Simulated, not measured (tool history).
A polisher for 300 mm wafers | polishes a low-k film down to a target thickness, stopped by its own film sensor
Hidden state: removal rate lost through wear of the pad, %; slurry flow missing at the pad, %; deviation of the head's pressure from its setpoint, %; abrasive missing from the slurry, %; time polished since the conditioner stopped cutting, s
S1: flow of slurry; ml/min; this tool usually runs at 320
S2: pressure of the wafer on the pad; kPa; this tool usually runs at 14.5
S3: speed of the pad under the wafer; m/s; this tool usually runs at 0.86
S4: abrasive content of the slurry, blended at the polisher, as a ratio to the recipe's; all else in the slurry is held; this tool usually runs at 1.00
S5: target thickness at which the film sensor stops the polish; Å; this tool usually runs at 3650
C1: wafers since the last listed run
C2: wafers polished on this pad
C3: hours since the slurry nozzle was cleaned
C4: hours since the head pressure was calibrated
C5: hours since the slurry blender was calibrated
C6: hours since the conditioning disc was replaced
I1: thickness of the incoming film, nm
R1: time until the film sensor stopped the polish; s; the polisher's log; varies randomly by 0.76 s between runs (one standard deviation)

| run | hour | S1 | S2 | S3 | S4 | S5 | C1 | C2 | C3 | C4 | C5 | C6 | I1 | R1 |
|---|---|---|---|---|---|---|---|---|---|---|---|---|---|---|
| 1 | 0.0 | 320 | 14.5 | 0.86 | 1.00 | 3650 | 0 | 1610 | 77.1 | 110.6 | 338.5 | 292.8 | 395.1 | 100.7 |
| 2 | 50.2 | 320 | 14.5 | 0.86 | 1.00 | 3650 | 424 | 2035 | 127.3 | 160.8 | 388.7 | 343.0 | 394.0 | 95.9 |
| 3 | 89.6 | 320 | 14.5 | 0.86 | 1.00 | 3620 | 333 | 2369 | 166.7 | 200.2 | 428.1 | 382.4 | 398.2 | 121.1 |
| 4 | 152.8 | 230 | 17.9 | 0.86 | 1.20 | 3680 | 534 | 2903 | 229.9 | 263.4 | 491.3 | 445.6 | 386.9 | 49.4 |
|  | 170.1 | slurry blender recalibrated |
|  | 197.0 | conditioning disc replaced and pad reconditioned |
| 5 | 208.5 | 270 | 14.5 | 0.86 | 1.00 | 3650 | 437 | 3341 | 285.6 | 319.1 | 38.4 | 11.5 | 384.1 | 66.4 |
|  | 269.9 | worn pad replaced by a new one |
| 6 | 277.0 | 265 | 18.6 | 0.86 | 0.85 | 3650 | 545 | 60 | 354.1 | 387.6 | 106.9 | 80.0 | 385.9 | 61.7 |
| 7 | 327.4 | 320 | 12.4 | 0.86 | 1.00 | 3710 | 426 | 486 | 404.5 | 438.0 | 157.3 | 130.4 | 389.7 | 75.9 |
| 8 | 387.2 | 320 | 14.5 | 0.86 | 1.00 | 3650 | 506 | 992 | 464.3 | 497.8 | 217.1 | 190.2 | 389.5 | 85.3 |
| 9 | 418.5 | 320 | 14.5 | 0.86 | 1.00 | 3650 | 264 | 1257 | 495.6 | 529.1 | 248.4 | 221.5 | 386.8 | 75.0 |
| 10 | 460.2 | 220 | 10.3 | 0.86 | 1.10 | 3740 | 352 | 1610 | 537.3 | 570.8 | 290.1 | 263.2 | 392.4 | 89.3 |
| 11 | 503.8 | 320 | 14.5 | 0.86 | 0.80 | 3740 | 368 | 1979 | 580.9 | 614.4 | 333.7 | 306.8 | 392.5 | 72.7 |
| 12 | 535.8 | 240 | 13.1 | 0.66 | 1.00 | 3610 | 270 | 2250 | 612.9 | 646.4 | 365.7 | 338.8 | 387.5 | 126.7 |
| 13 | 576.7 | 320 | 16.5 | 0.86 | 1.30 | 3590 | 346 | 2596 | 653.8 | 687.3 | 406.6 | 379.7 | 394.8 | 99.3 |
|  | 632.1 | slurry nozzle cleaned |
| 14 | 646.2 | 320 | 14.5 | 0.86 | 1.00 | 3650 | 579 | 3175 | 14.1 | 756.8 | 476.1 | 449.2 | 384.9 | 66.5 |
| 15 | 671.1 | 320 | 17.9 | 0.86 | 1.00 | 3650 | 210 | 3386 | 39.0 | 781.7 | 501.0 | 474.1 | 393.9 | 78.4 |
|  | 676.0 | slurry blender recalibrated |
|  | 708.0 | worn pad replaced by a new one |
|  | 710.3 | conditioning disc replaced and pad reconditioned |
| 16 | 733.6 | 270 | 14.5 | 0.86 | 1.00 | 3650 | 461 | 199 | 101.5 | 844.2 | 57.6 | 23.3 | 392.1 | 93.9 |
| 17 | 762.2 | 275 | 14.5 | 0.86 | 0.75 | 3650 | 242 | 441 | 130.1 | 872.8 | 86.2 | 51.9 | 385.8 | 81.2 |
| 18 | 821.9 | 270 | 14.5 | 0.86 | 1.00 | 3650 | 505 | 946 | 189.8 | 932.5 | 145.9 | 111.6 | 387.3 | 77.5 |
|  | 833.7 | head pressure recalibrated |
| 19 | 874.2 | 240 | 10.3 | 0.86 | 1.20 | 3650 | 425 | 1372 | 242.1 | 40.5 | 198.2 | 163.9 | 391.7 | 119.1 |
| 20 | 930.0 | 320 | 16.5 | 0.86 | 1.00 | 3650 | 472 | 1844 | 297.9 | 96.3 | 254.0 | 219.7 | 386.7 | 65.3 |
| 21 | 994.9 | 355 | 14.5 | 0.86 | 1.00 | 3650 | 549 | 2393 | 362.8 | 161.2 | 318.9 | 284.6 | 392.0 | 90.7 |
| 22 | 1061.4 | 320 | 14.5 | 0.86 | 1.00 | 3650 | 562 | 2956 | 429.3 | 227.7 | 385.4 | 351.1 | 389.3 | 84.1 |
| 23 | 1109.9 | 255 | 11.0 | 0.86 | 1.00 | 3650 | 410 | 3366 | 477.8 | 276.2 | 433.9 | 399.6 | 390.2 | 117.4 |
|  | 1112.8 | conditioning disc replaced and pad reconditioned |
|  | 1135.4 | slurry blender recalibrated |
| 24 | 1180.6 | 320 | 14.5 | 0.86 | 1.00 | 3650 | 564 | 3930 | 548.5 | 346.9 | 45.2 | 67.8 | 390.9 | 89.5 |
| 25 | 1227.1 | 320 | 19.3 | 1.12 | 1.20 | 3590 | 393 | 4324 | 595.0 | 393.4 | 91.7 | 114.3 | 388.7 | 60.4 |
|  | 1231.2 | worn pad replaced by a new one |
| 26 | 1256.4 | 425 | 14.5 | 0.86 | 1.00 | 3650 | 214 | 212 | 624.3 | 422.7 | 121.0 | 143.6 | 393.6 | 95.3 |

How the hidden state differs across the entries between the runs, from the last listed run before each to the first after it:
Logged between run 4 and run 5: slurry blender recalibrated (hour 170.1); conditioning disc replaced and pad reconditioned (hour 197.0)
  slurry flow missing at the pad, %: 16.7 -> 19.5
  measured minus no-state result, R1: +1.3 -> +1.8 s
Logged between run 5 and run 6: worn pad replaced by a new one (hour 269.9)
  slurry flow missing at the pad, %: 19.5 -> 23
  measured minus no-state result, R1: +1.8 -> +2.1 s
Logged between run 13 and run 14: slurry nozzle cleaned (hour 632.1)
  slurry flow missing at the pad, %: 38.3 -> 4.41
  measured minus no-state result, R1: +5.8 -> +0.3 s
Logged between run 15 and run 16: slurry blender recalibrated (hour 676.0); worn pad replaced by a new one (hour 708.0); conditioning disc replaced and pad reconditioned (hour 710.3)
  slurry flow missing at the pad, %: 5.68 -> 8.86
  measured minus no-state result, R1: +0.4 -> +1.0 s
Logged between run 18 and run 19: head pressure recalibrated (hour 833.7)
  slurry flow missing at the pad, %: 13.4 -> 16
  measured minus no-state result, R1: +1.3 -> +2.9 s
Logged between run 23 and run 24: conditioning disc replaced and pad reconditioned (hour 1112.8); slurry blender recalibrated (hour 1135.4)
  slurry flow missing at the pad, %: 28 -> 31.6
  measured minus no-state result, R1: +5.4 -> +3.9 s
Logged between run 25 and run 26: worn pad replaced by a new one (hour 1231.2)
  slurry flow missing at the pad, %: 34 -> 35.5
  measured minus no-state result, R1: +2.9 -> +3.7 s

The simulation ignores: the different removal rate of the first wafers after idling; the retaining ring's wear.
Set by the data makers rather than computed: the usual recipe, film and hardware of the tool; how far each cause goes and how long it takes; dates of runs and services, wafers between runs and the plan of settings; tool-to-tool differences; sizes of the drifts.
